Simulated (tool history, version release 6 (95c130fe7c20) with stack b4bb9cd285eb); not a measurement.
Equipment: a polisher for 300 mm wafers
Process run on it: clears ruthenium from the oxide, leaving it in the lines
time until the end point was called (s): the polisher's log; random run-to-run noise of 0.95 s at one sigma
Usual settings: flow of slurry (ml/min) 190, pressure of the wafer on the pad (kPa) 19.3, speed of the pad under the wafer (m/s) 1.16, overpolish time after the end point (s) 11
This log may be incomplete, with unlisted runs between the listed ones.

run     day  flow of slurry (ml/min)  pressure of the wafer on the pad (kPa)  speed of the pad under the wafer (m/s)  overpolish time after the end point (s)  wafers since the last listed run  wafers polished on this pad  hours since the slurry nozzle was cleaned  hours since the head pressure was calibrated  incoming thickness of the incoming film, nm  time until the end point was called (s)
  1   0.000                      190                                    19.3                                    1.16                                       11                                 0                         1230                                      224.3                                         376.0                                         90.9                                     52.6
      2.292  -- slurry nozzle cleaned
      2.662  -- worn pad replaced by a new one
  2   3.904                      190                                    19.3                                    1.16                                       11                               897                          301                                       38.7                                         469.7                                         89.2                                     47.5
      5.950  -- head pressure recalibrated
  3   9.225                      190                                    19.3                                    1.16                                       11                              1271                         1573                                      166.4                                          78.6                                         89.0                                     53.5
     10.108  -- worn pad replaced by a new one
  4  10.379                      170                                    19.3                                    1.16                                       11                               239                           65                                      194.1                                         106.3                                         90.1                                     55.1
     12.271  -- slurry nozzle cleaned
  5  12.396                      170                                    19.3                                    1.16                                       11                               479                          545                                        3.0                                         154.7                                         91.3                                     55.7
  6  13.512                      190                                    19.3                                    1.16                                       11                               271                          816                                       29.8                                         181.5                                         89.9                                     55.3
  7  16.217                      190                                    19.3                                    1.16                                       11                               656                         1472                                       94.7                                         246.4                                         89.4                                     53.5
     17.658  -- worn pad replaced by a new one
  8  18.817                      190                                    19.3                                    1.16                                       11                               590                          281                                      157.1                                         308.8                                         89.4                                     51.7
  9  20.367                      190                                    19.3                                    1.16                                       11                               376                          657                                      194.3                                         346.0                                         91.5                                     53.6
 10  22.012                      235                                    19.3                                    1.16                                       11                               399                         1057                                      233.8                                         385.5                                         90.1                                     51.4
     23.429  -- head pressure recalibrated
     23.471  -- worn pad replaced by a new one, of another model than before
 11  23.788                      250                                    13.1                                    1.16                                       14                               400                           77                                      276.4                                           8.6                                         89.3                                     69.5
 12  25.229                      250                                    26.2                                    1.44                                       11                               350                          427                                      311.0                                          43.2                                         91.6                                     41.5
     25.500  -- slurry nozzle cleaned
 13  27.404                      190                                    19.3                                    1.16                                       11                               518                          945                                       45.7                                          95.4                                         90.0                                     55.8
 14  29.254                      190                                    19.3                                    1.16                                       11                               449                         1394                                       90.1                                         139.8                                         89.8                                     55.5
     31.133  -- worn pad replaced by a new one
 15  31.154                      215                                    19.3                                    1.16                                       11                               420                            4                                      135.7                                         185.4                                         88.1                                     54.4
 16  33.888                      190                                    19.3                                    1.38                                       16                               663                          668                                      201.3                                         251.0                                         89.6                                     49.6

Same runs, no hidden state in the tool, same run-to-run variation:
Hidden state at play: removal rate lost through wear of the pad, %; slurry flow missing at the pad, %; deviation of the head's pressure from its setpoint, %.
run  time until the end point was called (s)
  1                                     57.8
  2                                     54.3
  3                                     53.8
  4                                     55.6
  5                                     56.6
  6                                     56.4
  7                                     55.4
  8                                     54.6
  9                                     57.2
 10                                     55.6
 11                                     69.4
 12                                     41.5
 13                                     55.9
 14                                     55.8
 15                                     55.0
 16                                     50.6
